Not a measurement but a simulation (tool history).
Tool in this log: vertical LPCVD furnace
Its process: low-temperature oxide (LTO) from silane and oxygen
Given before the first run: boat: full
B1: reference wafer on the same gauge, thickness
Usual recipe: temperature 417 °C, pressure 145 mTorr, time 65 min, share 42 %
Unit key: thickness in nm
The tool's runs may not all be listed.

{"run": 1, "day": 0.0, "temperature": 417, "pressure": 145, "time": 65, "share": 49, "B1": 530.25, "thickness": 535.34}
{"run": 2, "day": 0.233, "temperature": 417, "pressure": 145, "time": 65, "share": 42, "B1": 529.89, "thickness": 462.23}
{"run": 3, "day": 0.462, "temperature": 417, "pressure": 145, "time": 65, "share": 42, "B1": 529.65, "thickness": 462.16}
{"run": 4, "day": 0.733, "temperature": 417, "pressure": 145, "time": 65, "share": 38, "B1": 530.45, "thickness": 414.02}
{"run": 5, "day": 1.25, "temperature": 417, "pressure": 145, "time": 65, "share": 38, "B1": 530.1, "thickness": 413.92}
{"run": 6, "day": 1.708, "temperature": 417, "pressure": 145, "time": 65, "share": 38, "B1": 529.88, "thickness": 413.91}
{"run": 7, "day": 2.671, "temperature": 417, "pressure": 145, "time": 65, "share": 42, "B1": 530.3, "thickness": 462.78}
{"run": 8, "day": 3.212, "temperature": 417, "pressure": 145, "time": 65, "share": 42, "B1": 529.84, "thickness": 460.47}
{"run": 9, "day": 3.662, "temperature": 417, "pressure": 145, "time": 65, "share": 42, "B1": 530.05, "thickness": 459.88}
{"run": 10, "day": 4.25, "temperature": 417, "pressure": 130, "time": 47, "share": 42, "B1": 529.85, "thickness": 296.56}
{"run": 11, "day": 4.633, "temperature": 412, "pressure": 160, "time": 47.5, "share": 42, "B1": 529.9, "thickness": 356.24}
{"run": 12, "day": 5.125, "temperature": 417, "pressure": 110, "time": 75.5, "share": 48, "B1": 529.96, "thickness": 450.13}
{"day": 5.938, "done": "gauge calibrated"}
{"run": 13, "day": 6.075, "temperature": 417, "pressure": 170, "time": 41, "share": 37, "B1": 529.82, "thickness": 297.64}
{"day": 7.617, "done": "thermocouples replaced and temperature profile calibrated"}
{"run": 14, "day": 7.638, "temperature": 417, "pressure": 145, "time": 41, "share": 48, "B1": 530.32, "thickness": 318.97}
{"run": 15, "day": 7.867, "temperature": 417, "pressure": 170, "time": 65, "share": 35, "B1": 529.85, "thickness": 424.7}
{"run": 16, "day": 8.1, "temperature": 412, "pressure": 125, "time": 41.5, "share": 35, "B1": 530.36, "thickness": 185.19}
{"day": 9.012, "done": "pressure gauge zeroed"}
{"run": 17, "day": 9.033, "temperature": 417, "pressure": 145, "time": 65, "share": 42, "B1": 530.18, "thickness": 476.07}
{"run": 18, "day": 9.267, "temperature": 426, "pressure": 145, "time": 65, "share": 34, "B1": 530.22, "thickness": 405.86}
{"run": 19, "day": 9.771, "temperature": 417, "pressure": 145, "time": 65, "share": 42, "B1": 530.18, "thickness": 478.02}
{"run": 20, "day": 10.258, "temperature": 417, "pressure": 120, "time": 52.5, "share": 45, "B1": 530.06, "thickness": 342.09}
{"run": 21, "day": 10.721, "temperature": 422, "pressure": 145, "time": 65, "share": 47, "B1": 530.07, "thickness": 559.35}
{"run": 22, "day": 11.65, "temperature": 423, "pressure": 180, "time": 88.5, "share": 42, "B1": 530.03, "thickness": 856.57}
{"run": 23, "day": 12.142, "temperature": 414, "pressure": 130, "time": 76, "share": 38, "B1": 530.02, "thickness": 433.68}
{"run": 24, "day": 12.542, "temperature": 407, "pressure": 115, "time": 44.5, "share": 46, "B1": 530.12, "thickness": 255.33}
{"run": 25, "day": 12.921, "temperature": 410, "pressure": 110, "time": 65, "share": 42, "B1": 530.12, "thickness": 336.18}
{"run": 26, "day": 13.8, "temperature": 417, "pressure": 145, "time": 65, "share": 42, "B1": 529.93, "thickness": 476.46}
{"run": 27, "day": 14.175, "temperature": 417, "pressure": 165, "time": 75, "share": 45, "B1": 529.9, "thickness": 670.78}
{"run": 28, "day": 14.838, "temperature": 417, "pressure": 145, "time": 49, "share": 47, "B1": 529.64, "thickness": 400.51}
{"run": 29, "day": 15.25, "temperature": 427, "pressure": 145, "time": 54.5, "share": 42, "B1": 530.05, "thickness": 440.43}
{"run": 30, "day": 16.129, "temperature": 410, "pressure": 145, "time": 65, "share": 42, "B1": 529.84, "thickness": 442.12}
{"run": 31, "day": 16.642, "temperature": 417, "pressure": 145, "time": 65, "share": 42, "B1": 529.9, "thickness": 477.64}

What the log doesn't show, run by run:
deviation of the silane flow from its setpoint, %: 0 across all the runs
gauge reads high (%): 0 across all the runs
H1: true tube temperature minus thermocouple reading, K
H2: true pressure minus gauge reading, mTorr
run=1 H1=3.04 H2=-7.89
run=2 H1=3.06 H2=-7.94
run=3 H1=3.07 H2=-7.99
run=4 H1=3.09 H2=-8.04
run=5 H1=3.12 H2=-8.15
run=6 H1=3.16 H2=-8.25
run=7 H1=3.22 H2=-8.45
run=8 H1=3.26 H2=-8.56
run=9 H1=3.29 H2=-8.66
run=10 H1=3.33 H2=-8.79
run=11 H1=3.36 H2=-8.87
run=12 H1=3.39 H2=-8.98
run=13 H1=3.46 H2=-9.18
run=14 H1=0.218 H2=-9.53
run=15 H1=0.218 H2=-9.59
run=16 H1=0.218 H2=-9.64
run=17 H1=0.219 H2=-0.00645
run=18 H1=0.219 H2=-0.00654
run=19 H1=0.22 H2=-0.00726
run=20 H1=0.221 H2=-0.00864
run=21 H1=0.222 H2=-0.0106
run=22 H1=0.224 H2=-0.0163
run=23 H1=0.226 H2=-0.0203
run=24 H1=0.227 H2=-0.0241
run=25 H1=0.229 H2=-0.0281
run=26 H1=0.233 H2=-0.0389
run=27 H1=0.235 H2=-0.0442
run=28 H1=0.238 H2=-0.0545
run=29 H1=0.241 H2=-0.0615
run=30 H1=0.246 H2=-0.0781
run=31 H1=0.249 H2=-0.0888
